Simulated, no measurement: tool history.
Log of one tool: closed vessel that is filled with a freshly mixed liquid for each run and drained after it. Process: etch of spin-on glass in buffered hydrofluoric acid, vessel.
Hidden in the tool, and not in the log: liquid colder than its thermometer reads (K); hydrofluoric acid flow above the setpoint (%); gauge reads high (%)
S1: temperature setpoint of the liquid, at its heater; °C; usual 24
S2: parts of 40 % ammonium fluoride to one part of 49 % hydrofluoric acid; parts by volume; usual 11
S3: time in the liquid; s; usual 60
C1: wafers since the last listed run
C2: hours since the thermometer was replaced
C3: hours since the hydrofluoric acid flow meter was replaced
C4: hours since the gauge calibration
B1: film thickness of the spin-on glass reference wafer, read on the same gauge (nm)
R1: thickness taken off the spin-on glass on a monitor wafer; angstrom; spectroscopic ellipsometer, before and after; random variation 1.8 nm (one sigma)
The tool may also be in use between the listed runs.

Run 1, hour 0: usual settings; C1 0; C2 2285.2; C3 962.1; C4 157.5; B1 140.01. Result: R1 2755.4 angstrom.
Run 2, hour 30.7: usual settings; C1 3241; C2 2315.9; C3 992.8; C4 188.2; B1 140.01. Result: R1 2774.7 angstrom.
Run 3, hour 121.5: usual settings; C1 9588; C2 2406.7; C3 1083.6; C4 279; B1 140.01. Result: R1 2770.2 angstrom.
Run 4, hour 154: usual settings; C1 3432; C2 2439.2; C3 1116.1; C4 311.5; B1 140.02. Result: R1 2727.2 angstrom.
At hour 160.5: thermometer replaced.
Run 5, hour 176.7: usual settings; C1 2291; C2 16.2; C3 1138.8; C4 334.2; B1 140. Result: R1 3293.5 angstrom.
Run 6, hour 212.4: usual settings; C1 3769; C2 51.9; C3 1174.5; C4 369.9; B1 139.99. Result: R1 3277.3 angstrom.
Run 7, hour 244.7: usual settings; C1 3410; C2 84.2; C3 1206.8; C4 402.2; B1 140.02. Result: R1 3285.3 angstrom.
Run 8, hour 259.4: usual settings; C1 1552; C2 98.9; C3 1221.5; C4 416.9; B1 140.01. Result: R1 3281.8 angstrom.
Run 9, hour 287: usual settings; C1 2914; C2 126.5; C3 1249.1; C4 444.5; B1 140.01. Result: R1 3316.5 angstrom.
Run 10, hour 316.7: usual settings but S1 20.5 °C, S3 50 s; C1 3136; C2 156.2; C3 1278.8; C4 474.2; B1 140.02. Result: R1 2243.6 angstrom.
Run 11, hour 351.6: usual settings; C1 3685; C2 191.1; C3 1313.7; C4 509.1; B1 139.99. Result: R1 3258.4 angstrom.
At hour 354.8: hydrofluoric acid flow meter replaced.
Run 12, hour 368.8: usual settings but S1 28 °C, S2 12.5 parts by volume, S3 80 s; C1 1710; C2 208.3; C3 14; C4 526.3; B1 139.99. Result: R1 4338.9 angstrom.
At hour 370.5: gauge calibrated.
Run 13, hour 402.8: usual settings but S1 28 °C, S2 7 parts by volume, S3 85 s; C1 3590; C2 242.3; C3 48; C4 32.3; B1 139.99. Result: R1 8026.4 angstrom.
Run 14, hour 418.2: usual settings but S2 13.5 parts by volume; C1 1626; C2 257.7; C3 63.4; C4 47.7; B1 140. Result: R1 2419.4 angstrom.
Run 15, hour 436.5: usual settings but S3 90 s; C1 1932; C2 276; C3 81.7; C4 66; B1 140.01. Result: R1 4495.3 angstrom.
Run 16, hour 450.8: usual settings but S1 28.5 °C, S2 8 parts by volume, S3 85 s; C1 1510; C2 290.3; C3 96; C4 80.3; B1 140.01. Result: R1 7258.3 angstrom.
Run 17, hour 464.7: usual settings but S1 28 °C, S2 12.5 parts by volume, S3 80 s; C1 1467; C2 304.2; C3 109.9; C4 94.2; B1 140.01. Result: R1 4398.8 angstrom.

Forecast each of these 4 alternatives for the next run:
Run A, hour 465.4: usual settings; C1 73; C2 304.9; C3 110.6; C4 94.9; B1 ?. Result: R1 ?.
Run B, hour 465.4: usual settings but S1 28.5 °C, S2 7 parts by volume, S3 85 s; C1 73; C2 304.9; C3 110.6; C4 94.9; B1 ?. Result: R1 ?.
Run C, hour 465.4: usual settings but S1 26.5 °C, S2 14 parts by volume, S3 75 s; C1 73; C2 304.9; C3 110.6; C4 94.9; B1 ?. Result: R1 ?.
Run D, hour 465.4: usual settings but S1 21.5 °C, S2 14.5 parts by volume, S3 35 s; C1 73; C2 304.9; C3 110.6; C4 94.9; B1 ?. Result: R1 ?.

run      B1      R1
  A  140.02    2956
  B  140.02  8194.9
  C  140.02  3343.3
  D  140.02  1146.2
Without the tool's hidden state the same runs would have given:
run      R1
  A  2989.7
  B  8297.3
  C  3379.8
  D  1159.7
